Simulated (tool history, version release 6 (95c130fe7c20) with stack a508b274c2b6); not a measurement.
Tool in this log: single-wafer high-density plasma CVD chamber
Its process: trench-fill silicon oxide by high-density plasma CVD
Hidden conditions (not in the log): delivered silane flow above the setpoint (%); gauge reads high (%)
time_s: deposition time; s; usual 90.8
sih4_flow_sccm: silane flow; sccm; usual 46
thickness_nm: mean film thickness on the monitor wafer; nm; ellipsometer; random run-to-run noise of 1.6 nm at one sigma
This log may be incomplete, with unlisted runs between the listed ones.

run    hour  time_s  sih4_flow_sccm  wafers since the last listed run  hours since the silane flow controller was replaced  hours since the gauge calibration  read-back reference wafer on the same gauge, thickness_nm  thickness_nm
  1       0    80.4              46                                 0                                               1536.2                              283.4                                                    414.141       382.765
  2    87.6    80.4              46                              1296                                               1623.8                                371                                                    415.041       379.375
  3   154.5    80.4              46                               990                                               1690.7                              437.9                                                    415.343       380.032
  4   383.5    90.8              46                              3389                                               1919.7                              666.9                                                      416.6       433.238
  5   474.4    90.8              46                              1345                                               2010.6                              757.8                                                    417.127       432.752
  6     544    90.8              46                              1030                                               2080.2                              827.4                                                    418.138       432.131
  7     585    90.8              46                               606                                               2121.2                              868.4                                                    419.245       433.042
  8   645.4    90.8              43                               894                                               2181.6                              928.8                                                    417.847        405.91
  9   729.9    86.3              42                              1250                                               2266.1                             1013.3                                                    419.274       377.768
 10   788.5    86.3              42                               867                                               2324.7                             1071.9                                                    420.075       374.385
 11   865.5    90.8              39                              1139                                               2401.7                             1148.9                                                    420.006       368.243
 12   920.8    90.8              40                               818                                                 2457                             1204.2                                                    420.549       379.278
     1004.6  -- gauge calibrated
 13  1010.5    72.8              55                              1327                                               2546.7                                5.9                                                    413.031         408.1
     1065.6  -- silane flow controller replaced
 14  1081.4    74.6              53                               931                                                 15.8                               76.8                                                    413.482       403.627
 15  1159.2    73.6              43                              1151                                                 93.6                              154.6                                                    414.416       324.823
 16  1197.1    90.8              46                               561                                                131.5                              192.5                                                    413.963       429.342
 17  1241.9    98.8              42                               663                                                176.3                              237.3                                                    413.733       427.323
 18  1349.1   101.7              46                              1586                                                283.5                              344.5                                                    415.283       482.193
 19  1444.8   103.4              46                              1416                                                379.2                              440.2                                                    416.278       490.778
 20  1507.3   108.6              46                               925                                                441.7                              502.7                                                    416.393       515.448
 21  1586.8   107.1              49                              1176                                                521.2                              582.2                                                      417.4       542.768
 22  1654.7   100.6              41                              1005                                                589.1                              650.1                                                     417.12       427.454
 23  1715.7    90.8              46                               902                                                650.1                              711.1                                                    418.146       433.115
 24  1777.3    90.8              46                               911                                                711.7                              772.7                                                    417.718       434.588

Here are 3 independent what-if runs from the current tool condition. What would each one return?
  A  1777.7    90.8              46                                 5                                                712.1                              773.1                                                          ?             ?
  B  1777.7   107.6              53                                 5                                                712.1                              773.1                                                          ?             ?
  C  1777.7   105.8              43                                 5                                                712.1                              773.1                                                          ?             ?

run  read-back reference wafer on the same gauge, thickness_nm  thickness_nm
  A                                                    418.873       434.948
  B                                                    418.873       593.857
  C                                                    418.873       473.749
With no hidden state in the tool, these same runs would have given:
run  thickness_nm
  A       428.169
  B       584.601
  C       466.364
